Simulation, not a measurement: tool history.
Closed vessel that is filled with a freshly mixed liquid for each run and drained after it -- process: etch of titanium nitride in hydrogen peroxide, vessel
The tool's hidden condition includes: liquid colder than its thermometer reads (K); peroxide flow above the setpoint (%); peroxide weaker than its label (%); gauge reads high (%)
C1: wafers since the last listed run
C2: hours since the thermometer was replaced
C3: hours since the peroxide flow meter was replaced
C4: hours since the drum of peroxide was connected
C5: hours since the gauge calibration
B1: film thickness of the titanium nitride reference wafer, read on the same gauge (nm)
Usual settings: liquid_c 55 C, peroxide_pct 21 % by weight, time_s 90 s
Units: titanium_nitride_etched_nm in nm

run 1 day=0 | liquid_c=55 peroxide_pct=21 time_s=90 | C1=0 C2=805.9 C3=132.4 C4=397.9 C5=415.8 | B1=40 | titanium_nitride_etched_nm=5.93
run 2 day=2.875 | liquid_c=55 peroxide_pct=21 time_s=90 | C1=4472 C2=874.9 C3=201.4 C4=466.9 C5=484.8 | B1=40.03 | titanium_nitride_etched_nm=5.87
-- day=8.712 new drum of peroxide connected
run 3 day=10.021 | liquid_c=55 peroxide_pct=19 time_s=90 | C1=11050 C2=1046.4 C3=372.9 C4=31.4 C5=656.3 | B1=40 | titanium_nitride_etched_nm=5.79
run 4 day=11.75 | liquid_c=60.5 peroxide_pct=19 time_s=90 | C1=2689 C2=1087.9 C3=414.4 C4=72.9 C5=697.8 | B1=40.02 | titanium_nitride_etched_nm=8.52
run 5 day=13.592 | liquid_c=60.5 peroxide_pct=19 time_s=90 | C1=2864 C2=1132.1 C3=458.6 C4=117.1 C5=742 | B1=39.98 | titanium_nitride_etched_nm=8.49
run 6 day=15.5 | liquid_c=55 peroxide_pct=21 time_s=90 | C1=2968 C2=1177.9 C3=504.4 C4=162.9 C5=787.8 | B1=39.95 | titanium_nitride_etched_nm=5.9
run 7 day=17.262 | liquid_c=55 peroxide_pct=21 time_s=90 | C1=2741 C2=1220.2 C3=546.7 C4=205.2 C5=830.1 | B1=40.02 | titanium_nitride_etched_nm=5.91
run 8 day=18.838 | liquid_c=55 peroxide_pct=21 time_s=90 | C1=2449 C2=1258 C3=584.5 C4=243 C5=867.9 | B1=40.03 | titanium_nitride_etched_nm=5.89
run 9 day=20.675 | liquid_c=55 peroxide_pct=16 time_s=50 | C1=2858 C2=1302.1 C3=628.6 C4=287.1 C5=912 | B1=40.01 | titanium_nitride_etched_nm=3.1
run 10 day=22.654 | liquid_c=55 peroxide_pct=21 time_s=55 | C1=3078 C2=1349.6 C3=676.1 C4=334.6 C5=959.5 | B1=40.01 | titanium_nitride_etched_nm=3.6
run 11 day=24.446 | liquid_c=55 peroxide_pct=21 time_s=90 | C1=2787 C2=1392.6 C3=719.1 C4=377.6 C5=1002.5 | B1=39.99 | titanium_nitride_etched_nm=5.86
-- day=27.362 peroxide flow meter replaced
-- day=28.938 thermometer replaced
run 12 day=32.588 | liquid_c=55 peroxide_pct=21 time_s=90 | C1=12535 C2=87.6 C3=125.4 C4=573 C5=1197.9 | B1=40.01 | titanium_nitride_etched_nm=6.04
-- day=34.733 new drum of peroxide connected
run 13 day=34.938 | liquid_c=55 peroxide_pct=21 time_s=90 | C1=3590 C2=144 C3=181.8 C4=4.9 C5=1254.3 | B1=39.99 | titanium_nitride_etched_nm=6.05
run 14 day=36.721 | liquid_c=58 peroxide_pct=21 time_s=90 | C1=2774 C2=186.8 C3=224.6 C4=47.7 C5=1297.1 | B1=39.98 | titanium_nitride_etched_nm=7.44
run 15 day=39.029 | liquid_c=49.5 peroxide_pct=21 time_s=90 | C1=3590 C2=242.2 C3=280 C4=103.1 C5=1352.5 | B1=40 | titanium_nitride_etched_nm=4.12
run 16 day=41.4 | liquid_c=55 peroxide_pct=21 time_s=90 | C1=3687 C2=299.1 C3=336.9 C4=160 C5=1409.4 | B1=40.03 | titanium_nitride_etched_nm=6.01
run 17 day=42.433 | liquid_c=60 peroxide_pct=26.5 time_s=140 | C1=1607 C2=323.9 C3=361.7 C4=184.8 C5=1434.2 | B1=40.02 | titanium_nitride_etched_nm=13.76
run 18 day=45.225 | liquid_c=55 peroxide_pct=21 time_s=90 | C1=4342 C2=390.9 C3=428.7 C4=251.8 C5=1501.2 | B1=40.01 | titanium_nitride_etched_nm=5.98
-- day=45.429 gauge calibrated
run 19 day=47.354 | liquid_c=48 peroxide_pct=24.5 time_s=50 | C1=3311 C2=442 C3=479.8 C4=302.9 C5=46.2 | B1=39.98 | titanium_nitride_etched_nm=2.08
run 20 day=48.862 | liquid_c=49.5 peroxide_pct=21 time_s=110 | C1=2346 C2=478.2 C3=516 C4=339.1 C5=82.4 | B1=40 | titanium_nitride_etched_nm=4.98
run 21 day=51.854 | liquid_c=55 peroxide_pct=15.5 time_s=60 | C1=4653 C2=550 C3=587.8 C4=410.9 C5=154.2 | B1=40 | titanium_nitride_etched_nm=3.73
run 22 day=53.896 | liquid_c=46.5 peroxide_pct=21 time_s=90 | C1=3175 C2=599 C3=636.8 C4=459.9 C5=203.2 | B1=40.01 | titanium_nitride_etched_nm=3.22
run 23 day=55.588 | liquid_c=46.5 peroxide_pct=26 time_s=65 | C1=2631 C2=639.6 C3=677.4 C4=500.5 C5=243.8 | B1=39.98 | titanium_nitride_etched_nm=2.42
-- day=57.288 peroxide flow meter replaced
run 24 day=58.075 | liquid_c=55 peroxide_pct=21 time_s=90 | C1=3804 C2=699.3 C3=18.9 C4=560.2 C5=303.5 | B1=39.96 | titanium_nitride_etched_nm=5.93
run 25 day=59.458 | liquid_c=55 peroxide_pct=21 time_s=90 | C1=2151 C2=732.5 C3=52.1 C4=593.4 C5=336.7 | B1=40 | titanium_nitride_etched_nm=5.86
-- day=60.062 new drum of peroxide connected
run 26 day=60.525 | liquid_c=52 peroxide_pct=17 time_s=60 | C1=1594 C2=758.1 C3=77.7 C4=11.1 C5=362.3 | B1=39.98 | titanium_nitride_etched_nm=3.12

What will run 27 give?
run 27 day=61.896 | liquid_c=62.5 peroxide_pct=21 time_s=90 | C1=2132 C2=791 C3=110.6 C4=44 C5=395.2 | B1=? | titanium_nitride_etched_nm=?

{"run 27": {"B1": 39.97, "titanium_nitride_etched_nm": 10.02}}
With the hidden condition absent and the run-to-run variation left alone, this run would have shown titanium_nitride_etched_nm 10.19 nm.

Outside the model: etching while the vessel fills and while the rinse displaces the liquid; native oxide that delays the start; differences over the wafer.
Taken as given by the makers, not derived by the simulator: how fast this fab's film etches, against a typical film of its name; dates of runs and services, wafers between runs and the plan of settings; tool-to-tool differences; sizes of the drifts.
